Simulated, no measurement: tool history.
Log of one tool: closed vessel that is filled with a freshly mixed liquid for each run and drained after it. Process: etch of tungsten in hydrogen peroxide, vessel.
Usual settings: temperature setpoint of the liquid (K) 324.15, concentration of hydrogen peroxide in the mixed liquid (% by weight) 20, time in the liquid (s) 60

| run | hour | temperature setpoint of the liquid (K) | concentration of hydrogen peroxide in the mixed liquid (% by weight) | time in the liquid (s) | read-back film thickness of the tungsten reference wafer, read on the same gauge (nm) | thickness taken off the tungsten on a monitor wafer (Å) |
|---|---|---|---|---|---|---|
| 1 | 0 | 324.15 | 20 | 35 | 48.52 | 999.2 |
| 2 | 55.2 | 324.15 | 20 | 35 | 48.41 | 1014.6 |
| 3 | 84.2 | 331.65 | 20 | 60 | 48.35 | 2696.2 |
| 4 | 125.9 | 331.65 | 20 | 60 | 48.25 | 2695.5 |
|  | 140.2 | peroxide flow meter replaced |
| 5 | 166.7 | 324.15 | 20 | 60 | 48.18 | 1737.1 |
| 6 | 196.3 | 324.15 | 20 | 60 | 48.13 | 1745 |
|  | 202.3 | gauge calibrated |
| 7 | 230.9 | 324.15 | 20 | 60 | 50.03 | 1789.3 |
| 8 | 261.4 | 324.15 | 20 | 60 | 49.95 | 1798.5 |
| 9 | 315.2 | 324.15 | 20 | 60 | 49.85 | 1785.3 |
| 10 | 342.6 | 332.15 | 20 | 60 | 49.74 | 2906.6 |
|  | 357.1 | new drum of peroxide connected |
| 11 | 394 | 324.15 | 14.5 | 60 | 49.68 | 1523 |
| 12 | 430.2 | 324.15 | 20 | 60 | 49.58 | 1787.3 |
|  | 434.2 | thermometer replaced |
| 13 | 477.1 | 324.15 | 20 | 35 | 49.49 | 1030.3 |
| 14 | 522.3 | 324.15 | 20 | 85 | 49.43 | 2543 |
| 15 | 556.9 | 318.15 | 20 | 60 | 49.33 | 1226.4 |
| 16 | 582.1 | 324.15 | 20 | 60 | 49.31 | 1783.5 |
| 17 | 625.4 | 321.15 | 25 | 90 | 49.21 | 2476.5 |
| 18 | 666.3 | 329.65 | 20 | 30 | 49.16 | 1219.3 |
| 19 | 704 | 324.15 | 20 | 60 | 49.08 | 1767.5 |
| 20 | 763.3 | 331.15 | 24 | 95 | 49 | 4596.3 |
| 21 | 792.3 | 328.65 | 23.5 | 85 | 48.91 | 3544.5 |
| 22 | 834.3 | 330.15 | 18.5 | 75 | 48.79 | 3020.5 |
| 23 | 881.6 | 324.15 | 23.5 | 85 | 48.73 | 2659.9 |
| 24 | 951.4 | 331.15 | 20 | 50 | 48.55 | 2224.4 |
| 25 | 987.9 | 324.15 | 20 | 60 | 48.46 | 1752.4 |
| 26 | 1024.1 | 324.15 | 14 | 35 | 48.48 | 849.9 |
| 27 | 1059.4 | 318.15 | 14.5 | 45 | 48.34 | 758.2 |
| 28 | 1093.3 | 324.15 | 17.5 | 60 | 48.32 | 1605.2 |
| 29 | 1145.8 | 324.15 | 20 | 60 | 48.17 | 1732.5 |
| 30 | 1178.3 | 327.15 | 15.5 | 60 | 48.11 | 1825.8 |
| 31 | 1207.6 | 328.15 | 22.5 | 40 | 48.04 | 1550.4 |

Forecast each of these 3 alternatives for the next run:
| A | 1208.3 | 324.15 | 25.5 | 60 | ? | ? |
| B | 1208.3 | 331.15 | 25.5 | 50 | ? | ? |
| C | 1208.3 | 324.15 | 20 | 45 | ? | ? |

| run | read-back film thickness of the tungsten reference wafer, read on the same gauge (nm) | thickness taken off the tungsten on a monitor wafer (Å) |
|---|---|---|
| A | 48.07 | 1950.9 |
| B | 48.07 | 2464.9 |
| C | 48.07 | 1295.8 |
Without the tool's hidden state the same runs would have given:
| run | thickness taken off the tungsten on a monitor wafer (Å) |
|---|---|
| A | 2029.9 |
| B | 2564.7 |
| C | 1348.3 |
